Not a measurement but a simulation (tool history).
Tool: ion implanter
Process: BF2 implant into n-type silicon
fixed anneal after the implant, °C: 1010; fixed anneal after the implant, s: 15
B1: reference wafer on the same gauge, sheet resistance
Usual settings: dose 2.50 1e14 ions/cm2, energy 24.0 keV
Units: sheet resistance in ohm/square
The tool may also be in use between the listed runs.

Run 1, hour 0.0: usual settings but dose 1.91 1e14 ions/cm2; B1 441.58. Result: sheet resistance 512.75 ohm/square.
Run 2, hour 16.7: usual settings but energy 21.0 keV; B1 441.66. Result: sheet resistance 418.78 ohm/square.
Run 3, hour 38.3: usual settings but energy 21.0 keV; B1 440.95. Result: sheet resistance 419.51 ohm/square.
Run 4, hour 65.8: usual settings but energy 27.5 keV; B1 440.02. Result: sheet resistance 411.25 ohm/square.
Run 5, hour 81.4: usual settings but energy 27.5 keV; B1 439.80. Result: sheet resistance 405.18 ohm/square.
Run 6, hour 98.0: usual settings but energy 18.0 keV; B1 441.21. Result: sheet resistance 422.83 ohm/square.
Run 7, hour 120.8: usual settings but energy 18.0 keV; B1 440.39. Result: sheet resistance 423.30 ohm/square.
Run 8, hour 136.2: usual settings but dose 2.24 1e14 ions/cm2; B1 440.67. Result: sheet resistance 450.60 ohm/square.
At hour 146.6: Faraday cup replaced and dose calibrated.
At hour 168.0: gauge calibrated.
Run 9, hour 170.2: usual settings but dose 2.24 1e14 ions/cm2; B1 441.48. Result: sheet resistance 454.06 ohm/square.
Run 10, hour 185.9: usual settings but dose 2.24 1e14 ions/cm2; B1 441.52. Result: sheet resistance 452.11 ohm/square.
Run 11, hour 213.7: usual settings but energy 32.0 keV; B1 441.00. Result: sheet resistance 404.19 ohm/square.
Run 12, hour 240.8: usual settings but dose 2.23 1e14 ions/cm2, energy 17.5 keV; B1 441.25. Result: sheet resistance 468.20 ohm/square.
Run 13, hour 253.2: usual settings but dose 3.01 1e14 ions/cm2, energy 30.5 keV; B1 441.11. Result: sheet resistance 348.70 ohm/square.
At hour 265.1: extraction supply calibrated.
Run 14, hour 283.5: usual settings but dose 2.17 1e14 ions/cm2, energy 16.5 keV; B1 441.37. Result: sheet resistance 483.76 ohm/square.
Run 15, hour 329.6: usual settings but dose 2.72 1e14 ions/cm2, energy 27.5 keV; B1 440.72. Result: sheet resistance 381.34 ohm/square.
Run 16, hour 349.1: usual settings but dose 2.85 1e14 ions/cm2, energy 16.0 keV; B1 441.36. Result: sheet resistance 391.46 ohm/square.
Run 17, hour 369.7: usual settings; B1 441.60. Result: sheet resistance 415.62 ohm/square.
Run 18, hour 389.6: usual settings but dose 2.85 1e14 ions/cm2, energy 19.5 keV; B1 440.48. Result: sheet resistance 380.35 ohm/square.
Run 19, hour 412.1: usual settings but dose 2.11 1e14 ions/cm2; B1 440.06. Result: sheet resistance 477.34 ohm/square.
Run 20, hour 447.5: usual settings; B1 440.77. Result: sheet resistance 413.19 ohm/square.

Forecast each of these 4 alternatives for the next run:
Run A, hour 447.9: usual settings; B1 ?. Result: sheet resistance ?.
Run B, hour 447.9: usual settings but dose 2.74 1e14 ions/cm2, energy 21.5 keV; B1 ?. Result: sheet resistance ?.
Run C, hour 447.9: usual settings but dose 2.86 1e14 ions/cm2, energy 28.5 keV; B1 ?. Result: sheet resistance ?.
Run D, hour 447.9: usual settings but dose 2.31 1e14 ions/cm2, energy 27.0 keV; B1 ?. Result: sheet resistance ?.

run      B1  sheet resistance
  A  440.36            409.87
  B  440.36            383.02
  C  440.36            360.80
  D  440.36            433.88
Without the tool's hidden state the same runs would have given:
run  sheet resistance
  A            409.87
  B            383.02
  C            360.80
  D            433.88
